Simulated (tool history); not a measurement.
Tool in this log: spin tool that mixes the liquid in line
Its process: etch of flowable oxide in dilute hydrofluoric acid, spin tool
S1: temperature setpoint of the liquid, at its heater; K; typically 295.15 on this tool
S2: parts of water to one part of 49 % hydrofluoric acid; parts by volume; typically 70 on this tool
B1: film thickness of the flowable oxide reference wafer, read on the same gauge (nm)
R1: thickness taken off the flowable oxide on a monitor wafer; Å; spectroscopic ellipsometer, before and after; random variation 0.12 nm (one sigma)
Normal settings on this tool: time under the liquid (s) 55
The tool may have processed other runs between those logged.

{"run": 1, "hour": 0.0, "S1": 295.15, "S2": 70, "time under the liquid (s)": 55, "B1": 89.97, "R1": 329.4}
{"run": 2, "hour": 39.4, "S1": 295.15, "S2": 70, "time under the liquid (s)": 55, "B1": 89.99, "R1": 327.8}
{"run": 3, "hour": 122.7, "S1": 293.65, "S2": 70, "time under the liquid (s)": 55, "B1": 89.99, "R1": 308.1}
{"run": 4, "hour": 185.7, "S1": 293.65, "S2": 70, "time under the liquid (s)": 55, "B1": 89.99, "R1": 307.4}
{"run": 5, "hour": 293.3, "S1": 293.65, "S2": 70, "time under the liquid (s)": 55, "B1": 90.01, "R1": 306}
{"run": 6, "hour": 378.5, "S1": 295.15, "S2": 70, "time under the liquid (s)": 55, "B1": 89.99, "R1": 325.5}
{"run": 7, "hour": 474.2, "S1": 295.15, "S2": 70, "time under the liquid (s)": 55, "B1": 89.99, "R1": 327.4}
{"run": 8, "hour": 548.6, "S1": 295.15, "S2": 70, "time under the liquid (s)": 55, "B1": 90, "R1": 324.4}
{"run": 9, "hour": 598.5, "S1": 295.15, "S2": 70, "time under the liquid (s)": 55, "B1": 90.02, "R1": 326.1}
{"hour": 824.5, "done": "gauge calibrated"}
{"run": 10, "hour": 842.9, "S1": 295.15, "S2": 70, "time under the liquid (s)": 55, "B1": 90.03, "R1": 322.7}
{"run": 11, "hour": 888.9, "S1": 295.15, "S2": 70, "time under the liquid (s)": 55, "B1": 90, "R1": 324.2}
{"hour": 910.5, "done": "thermometer replaced"}
{"run": 12, "hour": 930.8, "S1": 295.15, "S2": 70, "time under the liquid (s)": 55, "B1": 89.96, "R1": 315.2}
{"run": 13, "hour": 1021.8, "S1": 295.15, "S2": 70, "time under the liquid (s)": 55, "B1": 90, "R1": 310.6}
{"run": 14, "hour": 1105.1, "S1": 295.15, "S2": 70, "time under the liquid (s)": 55, "B1": 90, "R1": 314.1}
{"run": 15, "hour": 1179.1, "S1": 295.15, "S2": 40, "time under the liquid (s)": 55, "B1": 90.05, "R1": 568.3}
{"run": 16, "hour": 1281.7, "S1": 296.65, "S2": 85, "time under the liquid (s)": 55, "B1": 89.99, "R1": 268.9}
{"run": 17, "hour": 1365.6, "S1": 291.65, "S2": 85, "time under the liquid (s)": 80, "B1": 90.01, "R1": 318.5}
{"hour": 1378.8, "done": "hydrofluoric acid flow meter replaced"}
{"run": 18, "hour": 1405.5, "S1": 295.15, "S2": 70, "time under the liquid (s)": 40, "B1": 89.98, "R1": 237.6}
{"run": 19, "hour": 1459.1, "S1": 295.15, "S2": 70, "time under the liquid (s)": 55, "B1": 89.98, "R1": 326.3}
{"run": 20, "hour": 1504.4, "S1": 293.65, "S2": 70, "time under the liquid (s)": 55, "B1": 90, "R1": 305.5}
{"run": 21, "hour": 1593.5, "S1": 292.65, "S2": 100, "time under the liquid (s)": 25, "B1": 89.98, "R1": 90.2}
{"run": 22, "hour": 1688.5, "S1": 295.15, "S2": 40, "time under the liquid (s)": 75, "B1": 89.98, "R1": 809.5}
{"run": 23, "hour": 1731.7, "S1": 295.15, "S2": 70, "time under the liquid (s)": 55, "B1": 90.01, "R1": 323.5}
{"run": 24, "hour": 1833.5, "S1": 295.15, "S2": 95, "time under the liquid (s)": 75, "B1": 90, "R1": 316}
{"run": 25, "hour": 1922.9, "S1": 292.65, "S2": 95, "time under the liquid (s)": 30, "B1": 90.01, "R1": 114}
{"run": 26, "hour": 1990.8, "S1": 297.65, "S2": 105, "time under the liquid (s)": 80, "B1": 89.99, "R1": 333.7}
{"run": 27, "hour": 2033.4, "S1": 295.15, "S2": 70, "time under the liquid (s)": 55, "B1": 90, "R1": 326.6}
{"run": 28, "hour": 2111.0, "S1": 295.15, "S2": 70, "time under the liquid (s)": 55, "B1": 90.04, "R1": 326.3}
{"run": 29, "hour": 2158.7, "S1": 295.15, "S2": 70, "time under the liquid (s)": 55, "B1": 90.02, "R1": 324.3}
{"run": 30, "hour": 2235.0, "S1": 298.65, "S2": 70, "time under the liquid (s)": 80, "B1": 89.99, "R1": 544.1}
{"run": 31, "hour": 2334.5, "S1": 295.15, "S2": 70, "time under the liquid (s)": 55, "B1": 90.02, "R1": 324.1}
{"run": 32, "hour": 2566.8, "S1": 298.15, "S2": 60, "time under the liquid (s)": 30, "B1": 89.98, "R1": 235.3}
{"run": 33, "hour": 2659.0, "S1": 295.15, "S2": 45, "time under the liquid (s)": 55, "B1": 90, "R1": 524.5}

Below are 5 alternative next runs, each starting from the tool's condition after run 33. Predict each:
{"run": "A", "hour": 2659.4, "S1": 295.15, "S2": 70, "time under the liquid (s)": 55, "B1": "?", "R1": "?"}
{"run": "B", "hour": 2659.4, "S1": 292.65, "S2": 70, "time under the liquid (s)": 70, "B1": "?", "R1": "?"}
{"run": "C", "hour": 2659.4, "S1": 299.15, "S2": 95, "time under the liquid (s)": 25, "B1": "?", "R1": "?"}
{"run": "D", "hour": 2659.4, "S1": 292.65, "S2": 70, "time under the liquid (s)": 75, "B1": "?", "R1": "?"}
{"run": "E", "hour": 2659.4, "S1": 298.15, "S2": 85, "time under the liquid (s)": 55, "B1": "?", "R1": "?"}

run=A B1=90.01 R1=324.9
run=B B1=90.01 R1=373
run=C B1=90.01 R1=123.4
run=D B1=90.01 R1=399.6
run=E B1=90.01 R1=295.7
Had the tool no hidden state, the same runs would have come out as:
run=A R1=324.1
run=B R1=371.7
run=C R1=123.5
run=D R1=398.2
run=E R1=295.7
